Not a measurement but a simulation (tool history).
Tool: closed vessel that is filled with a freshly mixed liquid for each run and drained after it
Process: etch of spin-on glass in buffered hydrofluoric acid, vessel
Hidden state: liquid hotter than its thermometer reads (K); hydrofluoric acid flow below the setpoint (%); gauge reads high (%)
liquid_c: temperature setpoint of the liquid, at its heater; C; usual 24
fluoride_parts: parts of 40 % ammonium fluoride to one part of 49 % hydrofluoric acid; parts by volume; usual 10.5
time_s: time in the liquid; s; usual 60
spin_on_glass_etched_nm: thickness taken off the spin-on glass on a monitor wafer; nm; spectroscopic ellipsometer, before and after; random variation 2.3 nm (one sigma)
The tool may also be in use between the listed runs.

run	hour	liquid_c	fluoride_parts	time_s	wafers since the last listed run	hours since the thermometer was replaced	hours since the hydrofluoric acid flow meter was replaced	hours since the gauge calibration	read-back film thickness of the spin-on glass reference wafer, read on the same gauge (nm)	spin_on_glass_etched_nm
1	0	24	13	60	0	522.3	88.6	1816.8	47.43	192.21
2	91.5	24	13	60	9892	613.8	180.1	1908.3	47.4	190.75
3	143.2	24	10.5	35	5589	665.5	231.8	1960	47.39	137.34
4	210	24	10.5	35	7222	732.3	298.6	2026.8	47.38	137.7
5	251.1	24	10.5	35	4443	773.4	339.7	2067.9	47.34	137.29
6	294.4	24	8	40	4681	816.7	383	2111.2	47.31	200.12
7	352.4	24	8	40	6270	874.7	441	2169.2	47.31	196.34
8	399.2	24	8	40	5059	921.5	487.8	2216	47.3	200.3
# hour 431.2: gauge calibrated
9	476.8	24	7.5	60	8390	999.1	565.4	45.6	49.72	337.65
10	546.1	24	14	90	7492	1068.4	634.7	114.9	49.49	281.46
# hour 572.7: thermometer replaced
11	607.9	24	7.5	60	6573	35.2	696.5	176.7	49.3	332.79
12	707.7	27	6.5	50	10790	135	796.3	276.5	49	367.07
13	805.8	19.5	7	90	10606	233.1	894.4	374.6	48.79	415.5
14	885.3	27	10.5	60	8595	312.6	973.9	454.1	48.6	283.95
15	937.5	27.5	14	30	5643	364.8	1026.1	506.3	48.5	107.49
16	993.6	24	9.5	60	6065	420.9	1082.2	562.4	48.41	262.77
17	1029.8	24	13.5	30	3913	457.1	1118.4	598.6	48.33	93.59
18	1066.2	24	13.5	60	3935	493.5	1154.8	635	48.24	188.62
# hour 1076.6: hydrofluoric acid flow meter replaced
19	1130.7	20	10.5	35	6865	558	54.1	699.5	48.15	111.36
20	1175.7	26	8	30	4865	603	99.1	744.5	48.07	166.68
21	1258.1	28.5	8	60	8909	685.4	181.5	826.9	47.98	380.97
22	1347.8	24	10.5	60	9698	775.1	271.2	916.6	47.86	237.02
23	1415.8	28	10.5	80	7352	843.1	339.2	984.6	47.76	389.35
24	1475.6	24	10.5	40	6465	902.9	399	1044.4	47.73	155.89
25	1569.4	24	7.5	60	10141	996.7	492.8	1138.2	47.6	319.82
26	1628.7	22.5	13.5	60	6411	1056	552.1	1197.5	47.58	167.94
27	1708	20.5	11.5	60	8573	1135.3	631.4	1276.8	47.5	180.51
# hour 1714.6: thermometer replaced
28	1793.3	24	10.5	60	9114	78.7	716.7	1362.1	47.43	235.21
29	1869.6	27	10.5	45	8249	155	793	1438.4	47.39	209.08
30	1937.9	27	10.5	40	7384	223.3	861.3	1506.7	47.35	182.14
31	2038.3	25.5	10.5	45	10855	323.7	961.7	1607.1	47.29	190.36
32	2116.2	24	10.5	60	8422	401.6	1039.6	1685	47.25	232.49
33	2208.9	22	14	80	10022	494.3	1132.3	1777.7	47.19	210.95

Some steps in spin_on_glass_etched_nm between neighbouring runs. How much of each would the tool show without its hidden state too (settings, what came in, random variation), and how much is left for the hidden state, with any gauge scatter that isn't in both results?
Run 8 -> 9: fluoride_parts 8 -> 7.5, time_s 40 -> 60, gauge calibrated. spin_on_glass_etched_nm +137.35 nm: hidden state +9.55, all else +127.8.
Run 14 -> 15: liquid_c 27 -> 27.5, fluoride_parts 10.5 -> 14, time_s 60 -> 30. spin_on_glass_etched_nm -176.46 nm: hidden state +4.82, all else -181.28.
Run 20 -> 21: liquid_c 26 -> 28.5, time_s 30 -> 60. spin_on_glass_etched_nm +214.29 nm: hidden state -9.49, all else +223.78.
Run 23 -> 24: liquid_c 28 -> 24, time_s 80 -> 40. spin_on_glass_etched_nm -233.46 nm: hidden state +10.64, all else -244.1.

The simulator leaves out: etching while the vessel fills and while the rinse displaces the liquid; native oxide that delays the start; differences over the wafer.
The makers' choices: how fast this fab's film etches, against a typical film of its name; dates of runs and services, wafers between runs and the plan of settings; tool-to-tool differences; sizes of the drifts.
